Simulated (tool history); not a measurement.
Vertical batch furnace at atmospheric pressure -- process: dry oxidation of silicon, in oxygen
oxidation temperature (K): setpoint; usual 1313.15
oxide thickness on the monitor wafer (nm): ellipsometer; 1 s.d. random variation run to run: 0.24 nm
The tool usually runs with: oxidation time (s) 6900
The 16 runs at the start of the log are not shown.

run	day	oxidation temperature (K)	oxidation time (s)	wafers since the last listed run	hours since the last temperature calibration	hours since the boat lift was adjusted	hours since the gauge calibration	read-back reference wafer on the same gauge, thickness	oxide thickness on the monitor wafer (nm)
17	30.492	1313.15	6900	262	2588.5	4458.4	226.9	89.98	115.06
# day 32.983: boat lift adjusted
# day 33.396: thermocouples replaced and temperature profile calibrated
18	33.417	1296.15	5520	305	0.5	10.4	297.1	89.97	87.07
19	35.321	1320.15	3570	385	46.2	56.1	342.8	89.97	80.41
20	36.992	1306.15	9720	337	86.3	96.2	382.9	90.03	136.57
21	39.321	1322.15	4740	470	142.2	152.1	438.8	89.99	98.09
22	40.875	1313.15	6900	314	179.5	189.4	476.1	89.97	115.75
23	42.983	1297.15	8250	426	230.1	240.0	526.7	89.92	114.15
# day 47.625: thermocouples replaced and temperature profile calibrated, repeated, since the last time left the tool worse
24	51.512	1330.15	6900	1522	93.3	444.7	731.4	90.04	128.60
25	53.646	1328.15	5490	431	144.5	495.9	782.6	90.00	109.44
26	55.296	1313.15	6900	333	184.1	535.5	822.2	89.99	112.78
27	57.908	1292.15	9750	528	246.8	598.2	884.9	90.04	118.59
28	60.600	1294.15	5730	544	311.4	662.8	949.5	90.01	85.12
29	62.275	1294.15	3630	338	351.6	703.0	989.7	89.94	63.71
30	64.204	1313.15	6900	390	397.9	749.3	1036.0	89.98	112.58
31	66.446	1303.15	7950	453	451.7	803.1	1089.8	90.00	113.65

Branching from run 31: 3 alternative next runs. What would each branch give?
A	66.717	1313.15	6900	54	458.2	809.6	1096.3	?	?
B	66.717	1290.15	8700	54	458.2	809.6	1096.3	?	?
C	66.717	1298.15	8070	54	458.2	809.6	1096.3	?	?

run	read-back reference wafer on the same gauge, thickness	oxide thickness on the monitor wafer (nm)
A	89.98	112.60
B	89.98	108.01
C	89.98	110.10
With the hidden condition removed and each run's random variation left untouched, the same runs would have given:
run	oxide thickness on the monitor wafer (nm)
A	112.09
B	107.48
C	109.58
